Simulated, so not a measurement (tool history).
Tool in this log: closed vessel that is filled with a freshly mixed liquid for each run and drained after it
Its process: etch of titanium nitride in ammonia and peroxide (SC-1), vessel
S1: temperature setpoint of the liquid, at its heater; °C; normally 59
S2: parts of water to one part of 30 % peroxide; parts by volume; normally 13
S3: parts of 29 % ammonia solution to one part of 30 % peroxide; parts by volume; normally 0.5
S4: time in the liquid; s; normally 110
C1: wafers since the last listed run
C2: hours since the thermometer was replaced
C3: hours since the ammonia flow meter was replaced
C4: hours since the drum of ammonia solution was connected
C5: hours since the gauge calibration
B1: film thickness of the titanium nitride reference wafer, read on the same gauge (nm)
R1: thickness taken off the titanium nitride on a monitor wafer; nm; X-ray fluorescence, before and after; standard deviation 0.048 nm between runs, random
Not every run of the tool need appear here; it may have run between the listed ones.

| run | hour | S1 | S2 | S3 | S4 | C1 | C2 | C3 | C4 | C5 | B1 | R1 |
|---|---|---|---|---|---|---|---|---|---|---|---|---|
| 1 | 0 | 62 | 13 | 0.5 | 110 | 0 | 1530.4 | 1090.9 | 190.8 | 121.8 | 90.02 | 14.34 |
| 2 | 6.7 | 62 | 13 | 0.5 | 110 | 565 | 1537.1 | 1097.6 | 197.5 | 128.5 | 89.98 | 14.38 |
| 3 | 22.2 | 59 | 13 | 0.5 | 110 | 1307 | 1552.6 | 1113.1 | 213 | 144 | 90.03 | 11.83 |
| 4 | 28.6 | 59 | 13 | 0.5 | 110 | 540 | 1559 | 1119.5 | 219.4 | 150.4 | 89.97 | 11.75 |
| 5 | 63.4 | 59 | 13 | 0.5 | 110 | 2936 | 1593.8 | 1154.3 | 254.2 | 185.2 | 90.01 | 11.87 |
|  | 74.3 | new drum of ammonia solution connected |
| 6 | 76.2 | 59 | 13 | 0.5 | 110 | 995 | 1606.6 | 1167.1 | 1.9 | 198 | 90.02 | 11.94 |
| 7 | 86.8 | 59 | 13 | 0.45 | 110 | 894 | 1617.2 | 1177.7 | 12.5 | 208.6 | 89.96 | 11.67 |
| 8 | 96.9 | 59 | 13 | 0.45 | 110 | 852 | 1627.3 | 1187.8 | 22.6 | 218.7 | 90.04 | 11.79 |
|  | 97.1 | gauge calibrated |
| 9 | 113.7 | 59 | 13 | 0.5 | 110 | 1417 | 1644.1 | 1204.6 | 39.4 | 16.6 | 89.98 | 11.84 |
|  | 122.4 | thermometer replaced |
| 10 | 131.5 | 59 | 15 | 0.5 | 110 | 1417 | 9.1 | 1222.4 | 57.2 | 34.4 | 89.99 | 9.72 |
| 11 | 139.6 | 63 | 9 | 0.3 | 140 | 683 | 17.2 | 1230.5 | 65.3 | 42.5 | 90 | 19.14 |
|  | 143.5 | ammonia flow meter replaced |
| 12 | 165.4 | 64 | 19.5 | 0.35 | 155 | 2092 | 43 | 21.9 | 91.1 | 68.3 | 90.01 | 15.29 |
| 13 | 179.4 | 59 | 9.5 | 0.5 | 110 | 1181 | 57 | 35.9 | 105.1 | 82.3 | 90.01 | 12.39 |
| 14 | 192.5 | 64 | 9 | 0.5 | 110 | 1105 | 70.1 | 49 | 118.2 | 95.4 | 90.03 | 17.48 |
| 15 | 201 | 50.5 | 13 | 0.25 | 110 | 717 | 78.6 | 57.5 | 126.7 | 103.9 | 89.99 | 5.23 |
| 16 | 207 | 56 | 10.5 | 0.6 | 145 | 506 | 84.6 | 63.5 | 132.7 | 109.9 | 89.97 | 13.1 |
| 17 | 214.9 | 59 | 13 | 0.5 | 110 | 666 | 92.5 | 71.4 | 140.6 | 117.8 | 90 | 10.56 |
| 18 | 227.6 | 50 | 17 | 0.4 | 110 | 1071 | 105.2 | 84.1 | 153.3 | 130.5 | 90 | 4.77 |
| 19 | 240.9 | 62 | 7.5 | 0.3 | 140 | 1122 | 118.5 | 97.4 | 166.6 | 143.8 | 89.99 | 19.88 |
| 20 | 247.3 | 59 | 13 | 0.5 | 110 | 540 | 124.9 | 103.8 | 173 | 150.2 | 90.01 | 10.6 |

Hidden state or all else? Some run-to-run changes of R1, split into what the settings, what came in and random variation would give without the hidden state, and what is left for the hidden state (with any gauge scatter that isn't in both results):
What the log doesn't record here: liquid hotter than its thermometer reads (K); ammonia flow above the setpoint (%); ammonia solution weaker than its label (%); gauge reads high (%).
Run 9 -> 10: S2 13 -> 15, thermometer replaced. R1 -2.12 nm: hidden state -1.47, all else -0.65.
Run 14 -> 15: S1 64 -> 50.5, S2 9 -> 13, S3 0.5 -> 0.25. R1 -12.25 nm: hidden state -0.24, all else -12.01.
Run 18 -> 19: S1 50 -> 62, S2 17 -> 7.5, S3 0.4 -> 0.3, S4 110 -> 140. R1 +15.11 nm: hidden state +0.38, all else +14.73.
